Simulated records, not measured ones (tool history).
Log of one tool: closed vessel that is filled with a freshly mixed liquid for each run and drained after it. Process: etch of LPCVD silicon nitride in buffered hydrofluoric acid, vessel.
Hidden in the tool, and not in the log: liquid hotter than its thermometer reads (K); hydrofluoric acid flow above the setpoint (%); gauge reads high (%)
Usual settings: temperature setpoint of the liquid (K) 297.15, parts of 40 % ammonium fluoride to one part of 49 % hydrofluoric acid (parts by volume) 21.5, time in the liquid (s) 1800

run    hour  temperature setpoint of the liquid (K)  parts of 40 % ammonium fluoride to one part of 49 % hydrofluoric acid (parts by volume)  time in the liquid (s)  wafers since the last listed run  hours since the thermometer was replaced  hours since the hydrofluoric acid flow meter was replaced  hours since the gauge calibration  read-back film thickness of the LPCVD silicon nitride reference wafer, read on the same gauge (nm)  thickness taken off the LPCVD silicon nitride on a monitor wafer (nm)
  1     0.0                                  294.65                                                                                     21.5                    1800                                 0                                    2055.7                                                      168.0                              525.7                                                                                              150.01                                                                  10.72
  2    98.0                                  294.65                                                                                     21.5                    1800                              4656                                    2153.7                                                      266.0                              623.7                                                                                              150.02                                                                  10.72
  3   160.5                                  297.15                                                                                     21.5                    1800                              2970                                    2216.2                                                      328.5                              686.2                                                                                              150.02                                                                  12.37
  4   201.4                                  297.15                                                                                     21.5                    1800                              1943                                    2257.1                                                      369.4                              727.1                                                                                              150.01                                                                  12.43
  5   255.9                                  297.15                                                                                     21.5                    1800                              2589                                    2311.6                                                      423.9                              781.6                                                                                              150.04                                                                  12.32
  6   293.5                                  297.15                                                                                     21.5                    1800                              1786                                    2349.2                                                      461.5                              819.2                                                                                              150.02                                                                  12.44
  7   391.5                                  297.15                                                                                     19.5                    1800                              4656                                    2447.2                                                      559.5                              917.2                                                                                              149.99                                                                  13.57
      629.4  -- thermometer replaced
  8   700.8                                  297.15                                                                                     19.5                    1800                             14650                                      71.4                                                      868.8                             1226.5                                                                                              149.99                                                                  13.69
  9   797.7                                  296.15                                                                                     21.5                    2030                              4604                                     168.3                                                      965.7                             1323.4                                                                                              150.00                                                                  13.53
 10   874.5                                  296.15                                                                                     21.5                    2030                              3649                                     245.1                                                     1042.5                             1400.2                                                                                              149.99                                                                  13.38
 11   967.7                                  296.15                                                                                     21.5                    2030                              4428                                     338.3                                                     1135.7                             1493.4                                                                                              149.98                                                                  13.40
 12  1012.0                                  297.15                                                                                     15.5                    1800                              2105                                     382.6                                                     1180.0                             1537.7                                                                                              150.00                                                                  17.36
 13  1101.2                                  297.15                                                                                     16.5                    1800                              4238                                     471.8                                                     1269.2                             1626.9                                                                                              149.96                                                                  16.48
 14  1170.9                                  297.15                                                                                     21.5                    1490                              3312                                     541.5                                                     1338.9                             1696.6                                                                                              149.99                                                                  10.41
 15  1263.6                                  297.15                                                                                     21.5                    1800                              4405                                     634.2                                                     1431.6                             1789.3                                                                                              150.02                                                                  12.74
 16  1317.4                                  295.65                                                                                     26.0                    2340                              2556                                     688.0                                                     1485.4                             1843.1                                                                                              149.97                                                                  13.30
 17  1385.5                                  297.15                                                                                     18.0                    1245                              3236                                     756.1                                                     1553.5                             1911.2                                                                                              150.02                                                                  10.58
 18  1433.6                                  297.15                                                                                     21.5                    1800                              2285                                     804.2                                                     1601.6                             1959.3                                                                                              150.00                                                                  12.73
 19  1510.7                                  295.65                                                                                     26.0                    2340                              3663                                     881.3                                                     1678.7                             2036.4                                                                                              150.02                                                                  13.61
 20  1609.0                                  297.15                                                                                     21.5                    1370                              4671                                     979.6                                                     1777.0                             2134.7                                                                                              150.00                                                                   9.90
 21  1716.8                                  297.15                                                                                     21.5                    1800                              5122                                    1087.4                                                     1884.8                             2242.5                                                                                              149.98                                                                  12.83
 22  1780.6                                  297.15                                                                                     21.5                    2600                              3031                                    1151.2                                                     1948.6                             2306.3                                                                                              149.98                                                                  18.84
     1795.7  -- hydrofluoric acid flow meter replaced
     1834.7  -- gauge calibrated
 23  1840.2                                  297.15                                                                                     19.5                    1800                              2784                                    1210.8                                                       44.5                                5.5                                                                                              150.00                                                                  13.21
 24  1902.9                                  297.15                                                                                     28.0                    2315                              2979                                    1273.5                                                      107.2                               68.2                                                                                              150.03                                                                  13.13

Forecast run 25:
 25  1993.8                                  293.15                                                                                     21.5                    1800                              4319                                    1364.4                                                      198.1                              159.1                                                                                                   ?                                                                      ?

{"run 25": {"read-back film thickness of the LPCVD silicon nitride reference wafer, read on the same gauge (nm)": 149.99, "thickness taken off the LPCVD silicon nitride on a monitor wafer (nm)": 9.89}}
Without the tool's hidden state the same run would have given thickness taken off the LPCVD silicon nitride on a monitor wafer (nm) 9.77.
